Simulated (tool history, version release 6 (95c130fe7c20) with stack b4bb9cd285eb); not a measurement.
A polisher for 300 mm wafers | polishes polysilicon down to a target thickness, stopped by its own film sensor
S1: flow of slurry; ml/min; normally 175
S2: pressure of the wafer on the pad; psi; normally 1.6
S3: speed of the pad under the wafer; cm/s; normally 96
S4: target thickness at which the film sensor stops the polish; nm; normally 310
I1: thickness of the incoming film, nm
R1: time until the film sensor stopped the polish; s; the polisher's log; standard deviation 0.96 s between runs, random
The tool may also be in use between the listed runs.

{"run": 1, "hour": 0.0, "S1": 175, "S2": 1.6, "S3": 96, "S4": 310, "I1": 608.5, "R1": 59.3}
{"run": 2, "hour": 15.4, "S1": 175, "S2": 1.6, "S3": 96, "S4": 310, "I1": 622.2, "R1": 62.7}
{"run": 3, "hour": 42.9, "S1": 175, "S2": 1.6, "S3": 96, "S4": 310, "I1": 621.3, "R1": 62.6}
{"run": 4, "hour": 60.7, "S1": 175, "S2": 1.6, "S3": 114, "S4": 310, "I1": 626.9, "R1": 54.8}
{"run": 5, "hour": 86.7, "S1": 175, "S2": 1.6, "S3": 96, "S4": 310, "I1": 624.8, "R1": 64.8}
{"hour": 103.8, "done": "worn pad replaced by a new one"}
{"run": 6, "hour": 121.4, "S1": 175, "S2": 1.6, "S3": 96, "S4": 310, "I1": 613.3, "R1": 64.6}
{"run": 7, "hour": 135.9, "S1": 175, "S2": 1.6, "S3": 96, "S4": 310, "I1": 610.6, "R1": 63.5}
{"run": 8, "hour": 166.4, "S1": 175, "S2": 1.6, "S3": 96, "S4": 310, "I1": 612.1, "R1": 65.5}
{"run": 9, "hour": 185.4, "S1": 175, "S2": 1.6, "S3": 96, "S4": 310, "I1": 616, "R1": 65.4}
{"run": 10, "hour": 210.6, "S1": 175, "S2": 1.6, "S3": 96, "S4": 310, "I1": 607.1, "R1": 64.5}
{"run": 11, "hour": 231.8, "S1": 175, "S2": 1.6, "S3": 96, "S4": 310, "I1": 618, "R1": 67.8}
{"hour": 241.3, "done": "worn pad replaced by a new one"}
{"run": 12, "hour": 264.2, "S1": 175, "S2": 1.6, "S3": 96, "S4": 385, "I1": 624, "R1": 50.4}
{"hour": 268.3, "done": "head pressure recalibrated"}
{"run": 13, "hour": 286.4, "S1": 175, "S2": 1.6, "S3": 96, "S4": 385, "I1": 621.8, "R1": 44.5}
{"hour": 297.7, "done": "slurry nozzle cleaned"}
{"run": 14, "hour": 311.8, "S1": 175, "S2": 1.6, "S3": 96, "S4": 385, "I1": 631.2, "R1": 47.5}
{"run": 15, "hour": 327.3, "S1": 175, "S2": 1.6, "S3": 96, "S4": 367, "I1": 622.4, "R1": 47.6}
{"run": 16, "hour": 346.4, "S1": 195, "S2": 1.2, "S3": 96, "S4": 310, "I1": 614, "R1": 77}
{"run": 17, "hour": 382.1, "S1": 175, "S2": 1.6, "S3": 96, "S4": 372, "I1": 624.9, "R1": 47.4}
{"hour": 387.1, "done": "worn pad replaced by a new one"}
{"run": 18, "hour": 401.2, "S1": 175, "S2": 1.6, "S3": 96, "S4": 310, "I1": 613.5, "R1": 57.7}
{"run": 19, "hour": 424.3, "S1": 175, "S2": 1.9, "S3": 86, "S4": 310, "I1": 624.8, "R1": 55}
{"run": 20, "hour": 459.5, "S1": 230, "S2": 1.6, "S3": 76, "S4": 369, "I1": 619.5, "R1": 56.8}
{"run": 21, "hour": 472.9, "S1": 175, "S2": 1.3, "S3": 120, "S4": 279, "I1": 624.2, "R1": 64.9}
{"run": 22, "hour": 486.6, "S1": 160, "S2": 1.6, "S3": 96, "S4": 310, "I1": 628.5, "R1": 61.5}
{"run": 23, "hour": 504.1, "S1": 205, "S2": 1.6, "S3": 96, "S4": 310, "I1": 618.4, "R1": 57.6}
{"hour": 511.4, "done": "worn pad replaced by a new one"}
{"run": 24, "hour": 518.7, "S1": 135, "S2": 1.6, "S3": 84, "S4": 231, "I1": 617.8, "R1": 86.4}
{"run": 25, "hour": 537.2, "S1": 155, "S2": 1.6, "S3": 112, "S4": 390, "I1": 627.5, "R1": 39.9}
{"run": 26, "hour": 568.1, "S1": 175, "S2": 1.6, "S3": 96, "S4": 310, "I1": 622.4, "R1": 59.9}
{"run": 27, "hour": 583.8, "S1": 175, "S2": 1.1, "S3": 108, "S4": 310, "I1": 606.7, "R1": 75.3}
{"run": 28, "hour": 601.1, "S1": 200, "S2": 1.6, "S3": 96, "S4": 310, "I1": 629.4, "R1": 61.7}
{"run": 29, "hour": 618.5, "S1": 175, "S2": 1.4, "S3": 96, "S4": 310, "I1": 618.8, "R1": 67}
{"hour": 630.1, "done": "worn pad replaced by a new one"}
{"run": 30, "hour": 635.4, "S1": 175, "S2": 1.6, "S3": 96, "S4": 310, "I1": 620.1, "R1": 60.3}

Measured result minus the same run's result without the hidden state. Both carry the same run-to-run variation, though not necessarily the same gauge scatter:
The tool's hidden condition here consists of: removal rate lost through wear of the pad, %; slurry flow missing at the pad, %; deviation of the head's pressure from its setpoint, %.
run=1 R1=+5.2
run=2 R1=+5.7
run=3 R1=+6.1
run=4 R1=+5.6
run=5 R1=+7
run=6 R1=+7.5
run=7 R1=+7.6
run=8 R1=+8.3
run=9 R1=+8.6
run=10 R1=+8.9
run=11 R1=+9.8
run=12 R1=+7.7
run=13 R1=+0.6
run=14 R1=+0.7
run=15 R1=+0.7
run=16 R1=+1.2
run=17 R1=+0.8
run=18 R1=+1
run=19 R1=+1
run=20 R1=+1.1
run=21 R1=+1.4
run=22 R1=+1.3
run=23 R1=+1.2
run=24 R1=+2
run=25 R1=+0.9
run=26 R1=+1.6
run=27 R1=+2.1
run=28 R1=+1.8
run=29 R1=+2
run=30 R1=+1.9

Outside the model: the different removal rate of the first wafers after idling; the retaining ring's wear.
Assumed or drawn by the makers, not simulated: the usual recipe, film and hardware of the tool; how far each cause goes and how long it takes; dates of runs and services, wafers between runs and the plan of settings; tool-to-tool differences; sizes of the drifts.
